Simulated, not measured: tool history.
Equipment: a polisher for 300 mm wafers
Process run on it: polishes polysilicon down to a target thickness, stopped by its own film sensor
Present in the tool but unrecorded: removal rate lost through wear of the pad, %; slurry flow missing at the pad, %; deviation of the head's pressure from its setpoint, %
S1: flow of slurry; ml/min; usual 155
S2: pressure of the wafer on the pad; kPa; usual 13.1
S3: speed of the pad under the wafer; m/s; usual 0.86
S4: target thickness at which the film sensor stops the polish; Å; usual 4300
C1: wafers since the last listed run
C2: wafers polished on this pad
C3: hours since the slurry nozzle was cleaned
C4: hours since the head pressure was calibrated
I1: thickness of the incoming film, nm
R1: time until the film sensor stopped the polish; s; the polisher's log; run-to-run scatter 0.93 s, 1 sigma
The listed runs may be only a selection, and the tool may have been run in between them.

run,hour,S1,S2,S3,S4,C1,C2,C3,C4,I1,R1
1,0.0,155,13.1,0.86,4300,0,580,293.3,1189.7,782.6,74.3
# hour 42.2: worn pad replaced by a new one
2,66.2,155,13.1,0.86,4300,745,287,359.5,1255.9,769.6,71.0
3,96.6,155,13.1,0.86,4300,364,651,389.9,1286.3,795.8,75.2
# hour 134.2: worn pad replaced by a new one
4,134.7,155,13.1,0.86,4300,408,6,428.0,1324.4,792.5,75.6
5,160.8,155,13.1,0.86,4300,312,319,454.1,1350.5,772.3,71.5
# hour 172.2: slurry nozzle cleaned
6,191.4,155,13.1,0.86,4300,354,674,19.2,1381.1,775.4,71.7
7,217.2,155,13.1,0.86,4300,309,983,45.0,1406.9,767.4,71.2
# hour 230.4: worn pad replaced by a new one
8,230.9,155,13.1,0.86,4300,116,5,58.7,1420.6,780.3,73.6
# hour 242.3: head pressure recalibrated
9,249.5,155,13.1,0.86,4300,198,204,77.3,7.2,785.4,82.8
10,274.0,155,13.1,0.86,4300,293,498,101.8,31.7,783.2,80.9
11,308.0,185,9.0,0.86,4300,407,905,135.8,65.7,788.1,114.6
# hour 324.1: worn pad replaced by a new one
12,325.0,190,15.2,0.86,4300,155,11,152.8,82.7,769.3,64.5
13,346.4,155,13.1,0.86,4300,256,267,174.2,104.1,773.8,77.8
14,368.3,140,9.7,1.10,4680,262,530,196.1,126.0,782.2,76.9
15,414.9,155,10.3,0.86,4300,558,1088,242.7,172.6,778.9,98.2
# hour 431.5: worn pad replaced by a new one
16,447.0,155,15.2,0.86,3470,336,186,274.8,204.7,784.8,84.0
17,474.8,155,11.7,0.86,4300,333,519,302.6,232.5,780.0,85.0
18,496.8,155,17.2,0.86,4300,263,783,324.6,254.5,784.5,59.8
19,531.2,185,14.5,0.86,3380,412,1195,359.0,288.9,788.0,87.2

Each row is a separate what-if for the run after 19, all from the same tool condition, not one after another. Results?
A,531.6,155,13.1,0.86,3490,4,1200,359.4,289.3,792.2,?
B,531.6,170,13.1,1.04,4300,4,1200,359.4,289.3,792.2,?
C,531.6,130,15.2,0.86,4300,4,1200,359.4,289.3,792.2,?
D,531.6,155,13.1,0.86,5280,4,1200,359.4,289.3,792.2,?

run,R1
A,97.5
B,65.0
C,70.7
D,58.1
Had the tool no hidden state, the same runs would have come out as:
run,R1
A,105.0
B,70.1
C,76.1
D,62.6
